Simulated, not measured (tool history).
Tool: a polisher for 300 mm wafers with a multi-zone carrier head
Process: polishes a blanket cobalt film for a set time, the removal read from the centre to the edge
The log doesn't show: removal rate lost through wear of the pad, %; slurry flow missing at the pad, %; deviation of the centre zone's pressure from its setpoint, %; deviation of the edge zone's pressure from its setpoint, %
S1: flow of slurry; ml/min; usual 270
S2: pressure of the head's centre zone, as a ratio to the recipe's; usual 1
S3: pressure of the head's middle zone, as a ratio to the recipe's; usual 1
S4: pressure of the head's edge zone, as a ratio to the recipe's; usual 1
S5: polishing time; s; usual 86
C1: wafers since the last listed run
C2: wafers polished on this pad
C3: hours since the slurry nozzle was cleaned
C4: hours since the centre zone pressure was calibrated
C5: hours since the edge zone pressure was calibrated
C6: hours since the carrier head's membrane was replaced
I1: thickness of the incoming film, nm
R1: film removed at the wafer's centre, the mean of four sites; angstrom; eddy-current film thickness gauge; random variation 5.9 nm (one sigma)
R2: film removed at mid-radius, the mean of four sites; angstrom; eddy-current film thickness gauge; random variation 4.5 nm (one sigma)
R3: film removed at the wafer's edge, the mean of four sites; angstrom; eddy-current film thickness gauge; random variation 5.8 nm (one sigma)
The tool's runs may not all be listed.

{"run": 1, "hour": 0.0, "S1": 270, "S2": 1, "S3": 1, "S4": 1, "S5": 86, "C1": 0, "C2": 646, "C3": 498.3, "C4": 686.8, "C5": 4.5, "C6": 1402.4, "I1": 1580.7, "R1": 4952, "R2": 4959, "R3": 5033}
{"run": 2, "hour": 82.5, "S1": 270, "S2": 1, "S3": 1, "S4": 1, "S5": 86, "C1": 682, "C2": 1328, "C3": 580.8, "C4": 769.3, "C5": 87, "C6": 1484.9, "I1": 1577.6, "R1": 4774, "R2": 4984, "R3": 4975}
{"hour": 87.8, "done": "worn pad replaced by a new one"}
{"run": 3, "hour": 117.5, "S1": 270, "S2": 1, "S3": 1, "S4": 1, "S5": 86, "C1": 256, "C2": 245, "C3": 615.8, "C4": 804.3, "C5": 122, "C6": 1519.9, "I1": 1576.2, "R1": 4534, "R2": 4540, "R3": 4500}
{"run": 4, "hour": 152.8, "S1": 270, "S2": 1, "S3": 1, "S4": 1, "S5": 86, "C1": 291, "C2": 537, "C3": 651.1, "C4": 839.6, "C5": 157.3, "C6": 1555.2, "I1": 1603.3, "R1": 4429, "R2": 4422, "R3": 4502}
{"run": 5, "hour": 175.7, "S1": 270, "S2": 1, "S3": 1, "S4": 1, "S5": 86, "C1": 189, "C2": 727, "C3": 674, "C4": 862.5, "C5": 180.2, "C6": 1578.1, "I1": 1557.8, "R1": 4465, "R2": 4506, "R3": 4433}
{"run": 6, "hour": 199.0, "S1": 210, "S2": 1, "S3": 1, "S4": 1, "S5": 93, "C1": 192, "C2": 919, "C3": 697.3, "C4": 885.8, "C5": 203.5, "C6": 1601.4, "I1": 1560.2, "R1": 4601, "R2": 4718, "R3": 4698}
{"run": 7, "hour": 230.0, "S1": 210, "S2": 1, "S3": 1, "S4": 1, "S5": 93, "C1": 256, "C2": 1176, "C3": 728.3, "C4": 916.8, "C5": 234.5, "C6": 1632.4, "I1": 1608.9, "R1": 4608, "R2": 4665, "R3": 4595}
{"run": 8, "hour": 245.2, "S1": 270, "S2": 1, "S3": 1, "S4": 1, "S5": 86, "C1": 125, "C2": 1301, "C3": 743.5, "C4": 932, "C5": 249.7, "C6": 1647.6, "I1": 1576.4, "R1": 4434, "R2": 4375, "R3": 4414}
{"run": 9, "hour": 266.4, "S1": 205, "S2": 0.9, "S3": 1, "S4": 0.92, "S5": 115, "C1": 175, "C2": 1477, "C3": 764.7, "C4": 953.2, "C5": 270.9, "C6": 1668.8, "I1": 1573.5, "R1": 5064, "R2": 5644, "R3": 5427}
{"hour": 274.0, "done": "worn pad replaced by a new one, repeated, since the last time left the tool worse"}
{"run": 10, "hour": 282.6, "S1": 270, "S2": 1, "S3": 0.9, "S4": 1, "S5": 63, "C1": 100, "C2": 71, "C3": 780.9, "C4": 969.4, "C5": 287.1, "C6": 1685, "I1": 1601.4, "R1": 3764, "R2": 3508, "R3": 3799}
{"hour": 307.4, "done": "edge zone pressure recalibrated"}
{"run": 11, "hour": 311.7, "S1": 270, "S2": 1, "S3": 1, "S4": 1, "S5": 86, "C1": 224, "C2": 295, "C3": 810, "C4": 998.5, "C5": 4.3, "C6": 1714.1, "I1": 1564, "R1": 5041, "R2": 5071, "R3": 5054}
{"hour": 327.0, "done": "centre zone pressure recalibrated"}
{"run": 12, "hour": 340.1, "S1": 270, "S2": 1, "S3": 1, "S4": 1, "S5": 86, "C1": 218, "C2": 513, "C3": 838.4, "C4": 13.1, "C5": 32.7, "C6": 1742.5, "I1": 1585.3, "R1": 5019, "R2": 5039, "R3": 5026}
{"hour": 349.4, "done": "carrier head's membrane replaced by a new one"}
{"run": 13, "hour": 367.3, "S1": 345, "S2": 1, "S3": 1, "S4": 1, "S5": 86, "C1": 183, "C2": 697, "C3": 865.6, "C4": 40.3, "C5": 59.9, "C6": 17.9, "I1": 1569.6, "R1": 4963, "R2": 5014, "R3": 5109}
{"run": 14, "hour": 395.4, "S1": 230, "S2": 1, "S3": 1, "S4": 0.97, "S5": 86, "C1": 232, "C2": 929, "C3": 893.7, "C4": 68.4, "C5": 88, "C6": 46, "I1": 1598.7, "R1": 4763, "R2": 4825, "R3": 4741}
{"hour": 397.8, "done": "slurry nozzle cleaned"}
{"run": 15, "hour": 426.1, "S1": 270, "S2": 0.92, "S3": 1, "S4": 1, "S5": 86, "C1": 245, "C2": 1175, "C3": 28.3, "C4": 99.1, "C5": 118.7, "C6": 76.7, "I1": 1589.6, "R1": 4531, "R2": 4918, "R3": 4932}
{"hour": 448.8, "done": "worn pad replaced by a new one"}
{"run": 16, "hour": 451.6, "S1": 335, "S2": 1, "S3": 1, "S4": 1, "S5": 86, "C1": 177, "C2": 23, "C3": 53.8, "C4": 124.6, "C5": 144.2, "C6": 102.2, "I1": 1580.9, "R1": 5279, "R2": 5366, "R3": 5189}
{"run": 17, "hour": 502.0, "S1": 270, "S2": 1.05, "S3": 0.91, "S4": 1, "S5": 75, "C1": 416, "C2": 439, "C3": 104.2, "C4": 175, "C5": 194.6, "C6": 152.6, "I1": 1556.4, "R1": 4592, "R2": 4048, "R3": 4429}
{"run": 18, "hour": 524.3, "S1": 320, "S2": 1, "S3": 1, "S4": 0.92, "S5": 86, "C1": 184, "C2": 624, "C3": 126.5, "C4": 197.3, "C5": 216.9, "C6": 174.9, "I1": 1580, "R1": 5082, "R2": 5059, "R3": 4912}
{"run": 19, "hour": 545.9, "S1": 300, "S2": 1, "S3": 1, "S4": 0.89, "S5": 86, "C1": 178, "C2": 802, "C3": 148.1, "C4": 218.9, "C5": 238.5, "C6": 196.5, "I1": 1589.4, "R1": 4971, "R2": 4993, "R3": 4708}
{"run": 20, "hour": 591.8, "S1": 195, "S2": 0.94, "S3": 1.06, "S4": 1, "S5": 112, "C1": 379, "C2": 1182, "C3": 194, "C4": 264.8, "C5": 284.4, "C6": 242.4, "I1": 1579.7, "R1": 5779, "R2": 6392, "R3": 6195}
{"hour": 602.0, "done": "edge zone pressure recalibrated"}
{"hour": 602.5, "done": "worn pad replaced by a new one"}
{"run": 21, "hour": 607.1, "S1": 320, "S2": 1, "S3": 0.94, "S4": 1, "S5": 86, "C1": 105, "C2": 38, "C3": 209.3, "C4": 280.1, "C5": 5.1, "C6": 257.7, "I1": 1594.4, "R1": 5221, "R2": 5041, "R3": 5335}

Forecast each of these 5 alternatives for the next run:
{"run": "A", "hour": 607.6, "S1": 270, "S2": 1, "S3": 1, "S4": 1, "S5": 86, "C1": 4, "C2": 42, "C3": 209.8, "C4": 280.6, "C5": 5.6, "C6": 258.2, "I1": 1577.6, "R1": "?", "R2": "?", "R3": "?"}
{"run": "B", "hour": 607.6, "S1": 270, "S2": 1, "S3": 0.88, "S4": 1, "S5": 63, "C1": 4, "C2": 42, "C3": 209.8, "C4": 280.6, "C5": 5.6, "C6": 258.2, "I1": 1577.6, "R1": "?", "R2": "?", "R3": "?"}
{"run": "C", "hour": 607.6, "S1": 320, "S2": 1.06, "S3": 1, "S4": 1.07, "S5": 68, "C1": 4, "C2": 42, "C3": 209.8, "C4": 280.6, "C5": 5.6, "C6": 258.2, "I1": 1577.6, "R1": "?", "R2": "?", "R3": "?"}
{"run": "D", "hour": 607.6, "S1": 270, "S2": 1, "S3": 1, "S4": 1.05, "S5": 114, "C1": 4, "C2": 42, "C3": 209.8, "C4": 280.6, "C5": 5.6, "C6": 258.2, "I1": 1577.6, "R1": "?", "R2": "?", "R3": "?"}
{"run": "E", "hour": 607.6, "S1": 270, "S2": 1, "S3": 1, "S4": 0.96, "S5": 86, "C1": 4, "C2": 42, "C3": 209.8, "C4": 280.6, "C5": 5.6, "C6": 258.2, "I1": 1577.6, "R1": "?", "R2": "?", "R3": "?"}

run=A R1=5198 R2=5201 R3=5121
run=B R1=3805 R2=3477 R3=3757
run=C R1=4447 R2=4186 R3=4243
run=D R1=6891 R2=6894 R3=6951
run=E R1=5198 R2=5202 R3=5023
Without the tool's hidden state the same runs would have given:
run=A R1=5242 R2=5245 R3=5164
run=B R1=3837 R2=3506 R3=3788
run=C R1=4484 R2=4221 R3=4278
run=D R1=6948 R2=6952 R3=7009
run=E R1=5242 R2=5245 R3=5065
